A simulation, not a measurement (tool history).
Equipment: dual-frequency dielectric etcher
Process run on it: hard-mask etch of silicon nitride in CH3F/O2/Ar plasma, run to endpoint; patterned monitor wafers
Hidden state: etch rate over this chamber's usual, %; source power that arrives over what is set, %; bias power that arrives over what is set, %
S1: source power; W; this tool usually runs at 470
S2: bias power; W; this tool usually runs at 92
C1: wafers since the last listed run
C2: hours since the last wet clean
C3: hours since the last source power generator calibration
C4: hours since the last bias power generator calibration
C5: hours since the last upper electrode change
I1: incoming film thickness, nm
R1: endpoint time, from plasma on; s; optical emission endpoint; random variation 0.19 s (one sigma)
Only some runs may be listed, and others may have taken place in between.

run    hour   S1   S2    C1     C2      C3      C4      C5     I1    R1
  1     0.0  470   92     0  580.6  2681.3    59.4  2133.3  47.21  57.2
        8.4  -- wet clean of the chamber
  2    46.8  470   92   510   38.4  2728.1   106.2  2180.1  46.81  53.0
  3   100.7  470  108   716   92.3  2782.0   160.1  2234.0  46.91  50.7
  4   174.8  470  108   984  166.4  2856.1   234.2  2308.1  47.04  51.3
  5   473.8  470  108  3974  465.4  3155.1   533.2  2607.1  47.00  52.5
      534.5  -- wet clean of the chamber
  6   545.4  470   92   632   10.9  3226.7   604.8  2678.7  47.16  53.5
  7   630.9  470   92  1136   96.4  3312.2   690.3  2764.2  47.18  53.7
  8   684.4  470   92   711  149.9  3365.7   743.8  2817.7  46.79  53.4
  9   747.2  470   79   834  212.7  3428.5   806.6  2880.5  47.54  57.8
 10   800.0  470   79   701  265.5  3481.3   859.4  2933.3  46.73  57.0
 11   849.3  470   92   655  314.8  3530.6   908.7  2982.6  47.20  54.7
 12   908.7  470   92   789  374.2  3590.0   968.1  3042.0  46.79  54.5
 13   989.9  470  106  1079  455.4  3671.2  1049.3  3123.2  46.68  52.2
 14  1058.2  470  106   907  523.7  3739.5  1117.6  3191.5  46.84  52.4
     1085.5  -- wet clean of the chamber
 15  1142.1  470   84   796   56.6  3823.4  1201.5  3275.4  46.83  54.4
 16  1243.3  510   92  1345  157.8  3924.6  1302.7  3376.6  47.39  51.9
 17  1315.1  530   92   954  229.6  3996.4  1374.5  3448.4  47.19  50.7
     1322.5  -- source power generator calibrated
     1354.7  -- upper electrode replaced
 18  1408.7  470   92   871  323.2    86.2  1468.1    54.0  47.00  55.8
 19  1514.0  430  107  1399  428.5   191.5  1573.4   159.3  46.89  56.1
     1557.5  -- wet clean of the chamber
 20  1601.7  470   92   846   44.2   279.2  1661.1   247.0  47.26  55.3
     1686.9  -- bias power generator calibrated
 21  1704.5  360   99  1313  147.0   382.0    17.6   349.8  46.91  62.1
 22  1748.9  500   92   590  191.4   426.4    62.0   394.2  46.17  52.5
 23  1834.0  590   92  1131  276.5   511.5   147.1   479.3  46.71  49.7
 24  1895.5  400  103   817  338.0   573.0   208.6   540.8  46.86  58.6
 25  1940.6  470   92   599  383.1   618.1   253.7   585.9  46.70  55.7
     2028.1  -- wet clean of the chamber
 26  2028.6  400   79   850    0.5   706.1   341.7   673.9  47.20  62.9
 27  2087.0  520   83   776   58.9   764.5   400.1   732.3  47.17  54.0
 28  2170.5  470  114  1109  142.4   848.0   483.6   815.8  47.44  51.8
 29  2220.0  470   70   657  191.9   897.5   533.1   865.3  47.12  60.8
 30  2311.7  580   74  1218  283.6   989.2   624.8   957.0  46.34  53.0
 31  2405.8  440  100  1250  377.7  1083.3   718.9  1051.1  47.10  56.7
 32  2463.4  550   84   765  435.3  1140.9   776.5  1108.7  47.30  54.6
     2505.3  -- wet clean of the chamber
 33  2534.2  520  105   622   28.9  1211.7   847.3  1179.5  46.68  48.6

What differs in the tool's unlogged condition from the final listed run ahead of each entry between runs to the first listed run following it?
Runs 1 to 2: wet clean of the chamber (hour 8.4)
  etch rate over this chamber's usual, %: -5.81 -> -0.074; source power that arrives over what is set, %: 3.91 -> 3.96
  the result without the hidden state subtracted from the measured one, R1: +2.3 -> -1.0 s
Runs 5 to 6: wet clean of the chamber (hour 534.5)
  etch rate over this chamber's usual, %: -3.54 -> 0.278; source power that arrives over what is set, %: 4.5 -> 4.59
  the result without the hidden state subtracted from the measured one, R1: +0.7 -> -1.4 s
Runs 14 to 15: wet clean of the chamber (hour 1085.5)
  etch rate over this chamber's usual, %: -3.88 -> 0.31; source power that arrives over what is set, %: 5.23 -> 5.34
  the result without the hidden state subtracted from the measured one, R1: +0.7 -> -1.6 s
Runs 17 to 18: source power generator calibrated (hour 1322.5); upper electrode replaced (hour 1354.7)
  etch rate over this chamber's usual, %: -1.09 -> -1.85; source power that arrives over what is set, %: 5.56 -> -0.13
  the result without the hidden state subtracted from the measured one, R1: -0.9 -> +1.1 s
Runs 19 to 20: wet clean of the chamber (hour 1557.5)
  etch rate over this chamber's usual, %: -2.71 -> -0.455; source power that arrives over what is set, %: 0.0023 -> 0.112
  the result without the hidden state subtracted from the measured one, R1: +1.5 -> +0.2 s
Runs 20 to 21: bias power generator calibrated (hour 1686.9)
  etch rate over this chamber's usual, %: -0.455 -> -1.29; source power that arrives over what is set, %: 0.112 -> 0.242
  the result without the hidden state subtracted from the measured one, R1: +0.2 -> +0.7 s
Runs 25 to 26: wet clean of the chamber (hour 2028.1)
  etch rate over this chamber's usual, %: -3.21 -> -0.295; source power that arrives over what is set, %: 0.538 -> 0.649
  the result without the hidden state subtracted from the measured one, R1: +1.7 -> +0.0 s
Runs 32 to 33: wet clean of the chamber (hour 2505.3)
  etch rate over this chamber's usual, %: -3.82 -> 0.37; source power that arrives over what is set, %: 1.2 -> 1.28
  the result without the hidden state subtracted from the measured one, R1: +1.8 -> -0.5 s
